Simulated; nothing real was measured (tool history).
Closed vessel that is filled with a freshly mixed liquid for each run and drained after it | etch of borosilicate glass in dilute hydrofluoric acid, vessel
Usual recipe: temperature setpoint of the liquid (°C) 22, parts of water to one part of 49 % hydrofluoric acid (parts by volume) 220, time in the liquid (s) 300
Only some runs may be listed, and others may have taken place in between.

run,hour,temperature setpoint of the liquid (°C),parts of water to one part of 49 % hydrofluoric acid (parts by volume),time in the liquid (s),"read-back film thickness of the borosilicate glass reference wafer, read on the same gauge (nm)",thickness taken off the borosilicate glass on a monitor wafer (nm)
1,0,22,220,300,99.13,24.86
2,106,22,220,300,98.66,24.87
# hour 123.6: thermometer replaced
3,147.2,22,220,300,98.45,24.88
4,246.7,22,220,300,97.89,24.91
5,288.7,22,220,300,97.58,24.56
# hour 292.6: gauge calibrated
6,330.8,22,220,180,99.75,15.09
7,431.6,22,220,180,99.64,15.04
8,503.9,19,220,300,99.47,22.43
9,576.1,22,185,260,99.29,26.83
10,632.2,22,260,300,99.11,20.34
# hour 670: hydrofluoric acid flow meter replaced
11,690.1,18,220,380,98.9,27.08
12,735.4,22,260,300,98.74,20.34
13,777,24.5,220,250,98.48,22.73
14,871.1,22,220,145,97.96,11.97
15,971.9,22,260,300,97.28,20.04
16,1022.2,18.5,220,300,96.93,21.48
# hour 1060.2: thermometer replaced
# hour 1083.9: gauge calibrated
17,1103.1,17.5,295,300,99.96,14.83
18,1264.3,22,220,210,99.79,17.72
19,1304,22,295,355,99.73,20.7
20,1357.8,22,220,300,99.54,25.49

Hidden state or all else? Some run-to-run changes of thickness taken off the borosilicate glass on a monitor wafer (nm), split into what the settings, what came in and random variation would give without the hidden state, and what is left for the hidden state (with any gauge scatter that isn't in both results):
Hidden conditions of the tool in this case: liquid hotter than its thermometer reads (K); hydrofluoric acid flow below the setpoint (%); gauge reads high (%).
Run 5 -> 6: time in the liquid (s) 300 -> 180, gauge calibrated. thickness taken off the borosilicate glass on a monitor wafer (nm) -9.47: hidden state +0.57, all else -10.04.
Run 13 -> 14: temperature setpoint of the liquid (°C) 24.5 -> 22, time in the liquid (s) 250 -> 145. thickness taken off the borosilicate glass on a monitor wafer (nm) -10.76: hidden state +0.1, all else -10.86.
Run 16 -> 17: temperature setpoint of the liquid (°C) 18.5 -> 17.5, parts of water to one part of 49 % hydrofluoric acid (parts by volume) 220 -> 295, thermometer replaced, gauge calibrated. thickness taken off the borosilicate glass on a monitor wafer (nm) -6.65: hidden state +0.68, all else -7.33.
